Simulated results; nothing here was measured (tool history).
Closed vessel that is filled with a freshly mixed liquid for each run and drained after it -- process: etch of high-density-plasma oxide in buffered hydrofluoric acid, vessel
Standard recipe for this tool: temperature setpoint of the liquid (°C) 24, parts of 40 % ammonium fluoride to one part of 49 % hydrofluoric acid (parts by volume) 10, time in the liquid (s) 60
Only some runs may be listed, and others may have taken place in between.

| run | hour | temperature setpoint of the liquid (°C) | parts of 40 % ammonium fluoride to one part of 49 % hydrofluoric acid (parts by volume) | time in the liquid (s) | wafers since the last listed run | hours since the thermometer was replaced | hours since the hydrofluoric acid flow meter was replaced | hours since the gauge calibration | read-back film thickness of the high-density-plasma oxide reference wafer, read on the same gauge (nm) | thickness taken off the high-density-plasma oxide on a monitor wafer (nm) |
|---|---|---|---|---|---|---|---|---|---|---|
| 1 | 0 | 24 | 10 | 75 | 0 | 830.9 | 249.6 | 755.1 | 150.01 | 181.83 |
| 2 | 44 | 24 | 10 | 60 | 6351 | 874.9 | 293.6 | 799.1 | 149.95 | 144.86 |
| 3 | 108.4 | 24 | 10 | 60 | 9296 | 939.3 | 358 | 863.5 | 149.93 | 145.92 |
| 4 | 148.2 | 24 | 10 | 60 | 5745 | 979.1 | 397.8 | 903.3 | 150.02 | 145.52 |
| 5 | 200.1 | 24 | 12 | 60 | 7492 | 1031 | 449.7 | 955.2 | 150.02 | 122.89 |
| 6 | 284.6 | 24 | 12 | 60 | 12198 | 1115.5 | 534.2 | 1039.7 | 149.98 | 123.38 |
| 7 | 355.5 | 24 | 12 | 60 | 10235 | 1186.4 | 605.1 | 1110.6 | 150.03 | 123.03 |
| 8 | 457.5 | 24 | 10 | 35 | 14724 | 1288.4 | 707.1 | 1212.6 | 150 | 84.93 |
| 9 | 500.9 | 24 | 12.5 | 60 | 6265 | 1331.8 | 750.5 | 1256 | 149.98 | 118.83 |
| 10 | 574.1 | 24 | 10 | 60 | 10567 | 1405 | 823.7 | 1329.2 | 150.02 | 146.57 |
| 11 | 648.6 | 24 | 10 | 60 | 10754 | 1479.5 | 898.2 | 1403.7 | 150.03 | 146.6 |
| 12 | 697.3 | 24 | 10 | 60 | 7030 | 1528.2 | 946.9 | 1452.4 | 149.97 | 144.97 |
| 13 | 736.2 | 24 | 10 | 60 | 5615 | 1567.1 | 985.8 | 1491.3 | 149.98 | 145.05 |
| 14 | 791.8 | 21 | 10 | 60 | 8026 | 1622.7 | 1041.4 | 1546.9 | 149.98 | 123.05 |
|  | 797.7 | hydrofluoric acid flow meter replaced |
| 15 | 839.8 | 22.5 | 9 | 30 | 6784 | 1670.7 | 42.1 | 1594.9 | 150 | 69.56 |
| 16 | 939 | 21 | 10 | 60 | 14320 | 1769.9 | 141.3 | 1694.1 | 149.97 | 119.83 |
|  | 1028.7 | thermometer replaced |
| 17 | 1029.2 | 19.5 | 14 | 85 | 12876 | 0.5 | 231.5 | 1784.3 | 150 | 116.23 |
| 18 | 1077.8 | 24 | 10 | 60 | 7015 | 49.1 | 280.1 | 1832.9 | 149.99 | 146.78 |
| 19 | 1168 | 21 | 8 | 60 | 13021 | 139.3 | 370.3 | 1923.1 | 149.97 | 151.67 |
| 20 | 1240.3 | 24 | 12 | 40 | 10437 | 211.6 | 442.6 | 1995.4 | 150.01 | 83.15 |
| 21 | 1334.4 | 19.5 | 10 | 60 | 13584 | 305.7 | 536.7 | 2089.5 | 150.05 | 114.43 |
|  | 1380.8 | gauge calibrated |
| 22 | 1397 | 24 | 10 | 60 | 9036 | 368.3 | 599.3 | 16.2 | 149.98 | 146.97 |
| 23 | 1462.3 | 20.5 | 11 | 60 | 9426 | 433.6 | 664.6 | 81.5 | 149.98 | 111.97 |
| 24 | 1568.6 | 28 | 13 | 80 | 15345 | 539.9 | 770.9 | 187.8 | 150.02 | 190.86 |
| 25 | 1608.9 | 26 | 8 | 60 | 5817 | 580.2 | 811.2 | 228.1 | 150 | 201.65 |
|  | 1621 | hydrofluoric acid flow meter replaced |
| 26 | 1647.2 | 24 | 10 | 60 | 5384 | 618.5 | 26.2 | 266.4 | 150 | 144.46 |
| 27 | 1724.2 | 21 | 8 | 60 | 11115 | 695.5 | 103.2 | 343.4 | 150.07 | 150.01 |
| 28 | 1981.2 | 21.5 | 8 | 60 | 37100 | 952.5 | 360.2 | 600.4 | 149.96 | 154.73 |

Here are 3 independent what-if runs from the current tool condition. What would each one return?
| A | 1981.9 | 20 | 10 | 60 | 101 | 953.2 | 360.9 | 601.1 | ? | ? |
| B | 1981.9 | 26.5 | 8 | 60 | 101 | 953.2 | 360.9 | 601.1 | ? | ? |
| C | 1981.9 | 22 | 6.5 | 85 | 101 | 953.2 | 360.9 | 601.1 | ? | ? |

| run | read-back film thickness of the high-density-plasma oxide reference wafer, read on the same gauge (nm) | thickness taken off the high-density-plasma oxide on a monitor wafer (nm) |
|---|---|---|
| A | 150.02 | 115.73 |
| B | 150.02 | 202.59 |
| C | 150.02 | 275.47 |
Without the tool's hidden state the same runs would have given:
| run | thickness taken off the high-density-plasma oxide on a monitor wafer (nm) |
|---|---|
| A | 117.24 |
| B | 203.22 |
| C | 277.69 |

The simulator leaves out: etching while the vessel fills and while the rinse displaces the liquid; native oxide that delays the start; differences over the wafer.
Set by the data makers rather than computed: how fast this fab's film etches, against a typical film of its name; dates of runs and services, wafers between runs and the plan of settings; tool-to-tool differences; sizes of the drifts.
